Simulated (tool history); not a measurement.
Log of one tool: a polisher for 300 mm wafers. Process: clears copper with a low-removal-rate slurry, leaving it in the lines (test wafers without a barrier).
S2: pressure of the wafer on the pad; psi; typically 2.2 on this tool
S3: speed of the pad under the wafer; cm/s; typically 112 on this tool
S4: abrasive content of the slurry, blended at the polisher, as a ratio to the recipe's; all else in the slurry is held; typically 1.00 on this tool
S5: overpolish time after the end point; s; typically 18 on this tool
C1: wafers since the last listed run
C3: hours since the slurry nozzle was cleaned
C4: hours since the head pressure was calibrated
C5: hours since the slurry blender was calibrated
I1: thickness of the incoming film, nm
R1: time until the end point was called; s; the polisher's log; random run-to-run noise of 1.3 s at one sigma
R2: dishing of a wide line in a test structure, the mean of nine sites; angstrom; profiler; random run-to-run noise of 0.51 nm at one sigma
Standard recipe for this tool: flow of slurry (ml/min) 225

Run 1, day 0.000: usual settings but S3 98 cm/s; C1 0; wafers polished on this pad 20; C3 158.8; C4 69.2; C5 108.5; I1 278.4. Result: R1 124.7 s, R2 268 angstrom.
Run 2, day 4.271: usual settings but S3 98 cm/s; C1 519; wafers polished on this pad 539; C3 261.3; C4 171.7; C5 211.0; I1 282.6. Result: R1 129.1 s, R2 261 angstrom.
Run 3, day 6.246: usual settings but flow of slurry (ml/min) 170, S5 25 s; C1 240; wafers polished on this pad 780; C3 308.7; C4 219.1; C5 258.4; I1 281.8. Result: R1 117.8 s, R2 380 angstrom.
Run 4, day 8.808: usual settings but flow of slurry (ml/min) 170, S5 25 s; C1 311; wafers polished on this pad 1091; C3 370.2; C4 280.6; C5 319.9; I1 276.1. Result: R1 115.9 s, R2 372 angstrom.
At day 12.150: slurry nozzle cleaned.
Run 5, day 12.312: usual settings but S3 122 cm/s; C1 421; wafers polished on this pad 1513; C3 3.9; C4 364.7; C5 404.0; I1 282.9. Result: R1 102.5 s, R2 326 angstrom.
At day 14.138: slurry blender recalibrated.
Run 6, day 14.925: usual settings but S2 2.0 psi; C1 307; wafers polished on this pad 1820; C3 66.6; C4 427.4; C5 18.9; I1 276.2. Result: R1 116.6 s, R2 278 angstrom.
Run 7, day 18.042: usual settings but S2 2.0 psi; C1 379; wafers polished on this pad 2199; C3 141.4; C4 502.2; C5 93.7; I1 280.8. Result: R1 119.3 s, R2 270 angstrom.
At day 18.646: worn pad replaced by a new one.
At day 20.121: head pressure recalibrated.
Run 8, day 21.433: usual settings but S2 2.0 psi; C1 382; wafers polished on this pad 329; C3 222.8; C4 31.5; C5 175.1; I1 282.3. Result: R1 120.6 s, R2 274 angstrom.
Run 9, day 25.071: usual settings but flow of slurry (ml/min) 265, S2 1.8 psi; C1 442; wafers polished on this pad 771; C3 310.1; C4 118.8; C5 262.4; I1 280.1. Result: R1 129.3 s, R2 260 angstrom.
Run 10, day 28.521: usual settings; C1 419; wafers polished on this pad 1191; C3 392.9; C4 201.6; C5 345.2; I1 280.5. Result: R1 119.1 s, R2 288 angstrom.
Run 11, day 30.108: usual settings but S3 136 cm/s, S5 21 s; C1 193; wafers polished on this pad 1384; C3 431.0; C4 239.7; C5 383.3; I1 281.4. Result: R1 96.1 s, R2 385 angstrom.
At day 30.446: slurry blender recalibrated.
At day 30.475: slurry nozzle cleaned.
Run 12, day 31.962: usual settings but S3 136 cm/s, S5 21 s; C1 211; wafers polished on this pad 1596; C3 35.7; C4 284.2; C5 36.4; I1 277.3. Result: R1 91.2 s, R2 418 angstrom.
At day 34.096: worn pad replaced by a new one.
Run 13, day 35.854: usual settings but flow of slurry (ml/min) 300, S3 82 cm/s, S4 0.75; C1 453; wafers polished on this pad 213; C3 129.1; C4 377.6; C5 129.8; I1 281.6. Result: R1 159.1 s, R2 223 angstrom.
At day 40.467: head pressure recalibrated.
At day 46.038: slurry blender recalibrated.
Run 14, day 48.062: usual settings; C1 1464; wafers polished on this pad 1678; C3 422.1; C4 182.3; C5 48.6; I1 282.0. Result: R1 117.6 s, R2 293 angstrom.
At day 49.733: slurry nozzle cleaned.
Run 15, day 50.629: usual settings but S2 2.6 psi, S3 138 cm/s, S4 0.85, S5 13 s; C1 307; wafers polished on this pad 1985; C3 21.5; C4 243.9; C5 110.2; I1 278.8. Result: R1 83.1 s, R2 297 angstrom.
At day 52.554: worn pad replaced by a new one.
Run 16, day 52.633: usual settings but S2 1.4 psi, S3 74 cm/s, S4 1.20; C1 223; wafers polished on this pad 9; C3 69.6; C4 292.0; C5 158.3; I1 280.2. Result: R1 211.8 s, R2 163 angstrom.
Run 17, day 56.779: usual settings but flow of slurry (ml/min) 205, S2 2.8 psi, S4 1.20, S5 24 s; C1 504; wafers polished on this pad 513; C3 169.1; C4 391.5; C5 257.8; I1 285.5. Result: R1 94.9 s, R2 461 angstrom.
Run 18, day 59.675: usual settings but S3 98 cm/s; C1 352; wafers polished on this pad 866; C3 238.6; C4 461.0; C5 327.3; I1 279.4. Result: R1 128.0 s, R2 264 angstrom.
At day 61.262: head pressure recalibrated.
At day 61.929: slurry blender recalibrated.
At day 69.025: worn pad replaced by a new one.
At day 69.521: slurry nozzle cleaned.
Run 19, day 72.988: usual settings but S4 1.15, S5 25 s; C1 1573; wafers polished on this pad 476; C3 83.2; C4 281.4; C5 265.4; I1 277.0. Result: R1 106.6 s, R2 405 angstrom.
Run 20, day 77.200: usual settings but S2 1.7 psi, S3 132 cm/s, S5 26 s; C1 512; wafers polished on this pad 989; C3 184.3; C4 382.5; C5 366.5; I1 283.2. Result: R1 112.2 s, R2 409 angstrom.
Run 21, day 79.350: usual settings but S5 10 s; C1 261; wafers polished on this pad 1250; C3 235.9; C4 434.1; C5 418.1; I1 274.0. Result: R1 109.2 s, R2 178 angstrom.
At day 80.471: slurry blender recalibrated.
Run 22, day 80.879: usual settings but S3 98 cm/s; C1 175; wafers polished on this pad 1426; C3 272.6; C4 470.8; C5 9.8; I1 285.1. Result: R1 131.6 s, R2 257 angstrom.
Run 23, day 82.638: usual settings; C1 213; wafers polished on this pad 1640; C3 314.8; C4 513.0; C5 52.0; I1 275.7. Result: R1 112.7 s, R2 292 angstrom.
At day 84.538: head pressure recalibrated.
At day 84.562: slurry nozzle cleaned.
Run 24, day 86.442: usual settings but S2 2.7 psi, S5 22 s; C1 449; wafers polished on this pad 2090; C3 45.1; C4 45.7; C5 143.3; I1 281.3. Result: R1 97.3 s, R2 405 angstrom.

Each run again, without the hidden state but with its own random variation kept:
Hidden state at play: removal rate lost through wear of the pad, %; slurry flow missing at the pad, %; deviation of the head's pressure from its setpoint, %; abrasive missing from the slurry, %.
run     R1   R2
  1  122.7  272
  2  125.6  268
  3  113.0  393
  4  110.0  389
  5  101.9  327
  6  115.2  281
  7  117.0  275
  8  117.1  281
  9  124.5  268
 10  112.6  302
 11   90.2  406
 12   90.8  420
 13  157.3  225
 14  111.3  307
 15   82.7  298
 16  209.8  164
 17   92.8  469
 18  124.4  271
 19  105.4  408
 20  109.8  416
 21  106.1  183
 22  127.3  265
 23  108.3  302
 24   96.8  407
